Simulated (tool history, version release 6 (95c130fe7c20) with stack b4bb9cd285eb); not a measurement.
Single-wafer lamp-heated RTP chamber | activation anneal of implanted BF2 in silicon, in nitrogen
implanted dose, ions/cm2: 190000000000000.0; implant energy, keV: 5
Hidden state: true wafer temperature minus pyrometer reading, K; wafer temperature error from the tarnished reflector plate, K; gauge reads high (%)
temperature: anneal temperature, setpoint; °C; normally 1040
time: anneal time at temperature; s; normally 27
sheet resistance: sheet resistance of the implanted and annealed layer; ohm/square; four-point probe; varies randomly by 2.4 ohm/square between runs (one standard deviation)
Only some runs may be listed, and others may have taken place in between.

run,day,temperature,time,wafers since the last listed run,wafers since the last pyrometer calibration,wafers since the reflector plate was cleaned,hours since the gauge calibration,"read-back reference wafer on the same gauge, sheet resistance",sheet resistance
1,0.000,1040,27,0,1114,1334,125.0,615.19,686.49
2,1.312,1040,27,363,1478,1697,156.5,614.88,685.71
3,2.450,1040,34,314,1793,2012,183.8,614.98,674.77
4,3.808,1040,27,375,2168,2388,216.4,614.82,683.18
5,4.750,1040,27,260,2429,2648,239.0,615.06,683.08
6,6.188,1040,27,397,2827,3046,273.5,615.13,680.37
7,6.754,1040,37,156,2984,3203,287.1,614.49,667.32
8,7.771,1040,37,281,3265,3485,311.5,615.25,670.37
9,9.171,1040,37,387,3653,3872,345.1,615.35,667.12
10,9.821,1062,27,179,3833,4052,360.7,614.51,661.02
11,10.408,1062,27,162,3995,4215,374.8,615.26,663.99
# day 11.346: reflector plate cleaned
12,13.058,1062,27,641,4637,473,438.4,614.86,660.01
13,14.517,1040,18,403,5040,877,473.4,615.60,693.62
14,15.638,1040,40,310,5350,1187,500.3,615.40,659.34
15,16.212,1040,40,159,5510,1346,514.1,614.83,661.58
# day 16.921: pyrometer window cleaned and pyrometer calibrated
16,17.200,1040,40,181,77,1527,537.8,615.05,668.48
17,18.042,1040,27,232,309,1760,558.0,614.67,683.51
18,18.800,1063,21,209,519,1970,576.2,615.69,681.39
19,19.738,1025,16,259,779,2230,598.7,615.57,737.99
20,21.075,1040,27,370,1149,2600,630.8,614.41,688.64
# day 21.579: gauge calibrated
21,22.146,1049,32,296,1445,2896,13.6,615.10,669.54
22,23.225,1016,22,298,1744,3195,39.5,615.43,729.59
23,24.017,1053,13,219,1963,3414,58.5,615.83,699.43
24,25.108,1040,40,302,2265,3716,84.7,615.24,669.90
25,25.692,1024,27,161,2427,3878,98.7,615.76,707.45
26,26.371,1040,27,187,2615,4066,115.0,613.85,684.38
27,27.604,1040,22,341,2956,4407,144.6,615.14,693.44
# day 28.700: reflector plate cleaned
28,28.750,1040,32,224,3181,13,172.1,614.99,671.47
29,30.092,1064,38,371,3553,384,204.3,615.12,646.35
30,30.983,1040,27,246,3799,631,225.7,614.06,677.69
31,32.475,1065,15,412,4212,1044,261.5,615.00,682.23
32,33.112,1040,21,176,4389,1221,276.8,614.89,687.56
33,33.946,1048,27,230,4619,1451,296.8,615.35,667.90
34,34.517,1048,40,158,4777,1609,310.5,614.74,656.21
35,35.371,1051,27,236,5014,1846,331.0,614.87,668.27

Predict each of these 3 candidate next runs independently; none follows another, all start after run 35:
A,35.388,1040,17,4,5018,1850,331.4,?,?
B,35.388,1040,23,4,5018,1850,331.4,?,?
C,35.388,1026,15,4,5018,1850,331.4,?,?

run,"read-back reference wafer on the same gauge, sheet resistance",sheet resistance
A,614.71,698.69
B,614.71,686.53
C,614.71,722.38
Without the tool's unlogged condition, the same runs would have read:
run,sheet resistance
A,709.86
B,696.45
C,737.64
